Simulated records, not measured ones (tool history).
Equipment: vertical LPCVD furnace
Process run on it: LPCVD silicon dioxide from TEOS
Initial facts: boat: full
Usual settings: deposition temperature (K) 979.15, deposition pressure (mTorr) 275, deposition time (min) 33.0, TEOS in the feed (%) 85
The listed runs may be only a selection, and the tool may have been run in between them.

run,hour,deposition temperature (K),deposition pressure (mTorr),deposition time (min),TEOS in the feed (%),wafers since the last listed run,hours since the last temperature calibration,hours since the pressure gauge was zeroed,hours since the TEOS flow controller was replaced,hours since the gauge calibration,"read-back reference wafer on the same gauge, thickness",film thickness on the monitor wafer in the middle of the boat (Å)
1,0.0,979.15,245,33.0,85,0,913.1,1733.2,4752.0,668.2,242.97,2829.3
2,52.9,979.15,275,33.0,85,547,966.0,1786.1,4804.9,721.1,243.07,2993.4
3,141.2,979.15,275,33.0,85,913,1054.3,1874.4,4893.2,809.4,242.99,3007.5
4,212.7,979.15,275,26.5,85,739,1125.8,1945.9,4964.7,880.9,243.09,2424.6
5,293.0,979.15,275,26.5,85,830,1206.1,2026.2,5045.0,961.2,243.02,2402.2
6,370.1,979.15,275,33.0,85,797,1283.2,2103.3,5122.1,1038.3,243.13,3019.7
7,460.8,979.15,325,33.0,85,938,1373.9,2194.0,5212.8,1129.0,242.94,3275.4
8,517.2,979.15,325,33.0,85,583,1430.3,2250.4,5269.2,1185.4,242.95,3271.9
9,603.8,979.15,325,33.0,85,895,1516.9,2337.0,5355.8,1272.0,242.98,3285.7
# hour 689.9: pressure gauge zeroed
10,690.4,979.15,275,33.0,85,647,1603.5,0.5,5442.4,1358.6,242.96,3021.0
11,769.8,979.15,275,33.0,85,821,1682.9,79.9,5521.8,1438.0,242.89,3012.0
12,856.0,979.15,275,33.0,85,891,1769.1,166.1,5608.0,1524.2,242.87,3013.2
13,935.6,979.15,275,33.0,85,823,1848.7,245.7,5687.6,1603.8,243.08,3038.8
# hour 959.8: TEOS flow controller replaced
# hour 1006.2: gauge calibrated
14,1008.5,985.15,315,33.0,85,505,1921.6,318.6,48.7,2.3,243.06,3696.0

Run 15 has not been measured yet. What should we expect?
15,1050.8,979.15,275,42.0,85,437,1963.9,360.9,91.0,44.6,?,?

Logged for run 15: read-back reference wafer on the same gauge, thickness 242.92, film thickness on the monitor wafer in the middle of the boat (Å) 3848.0.
Minus the tool's unlogged condition, the same run would have read film thickness on the monitor wafer in the middle of the boat (Å) 3713.4.
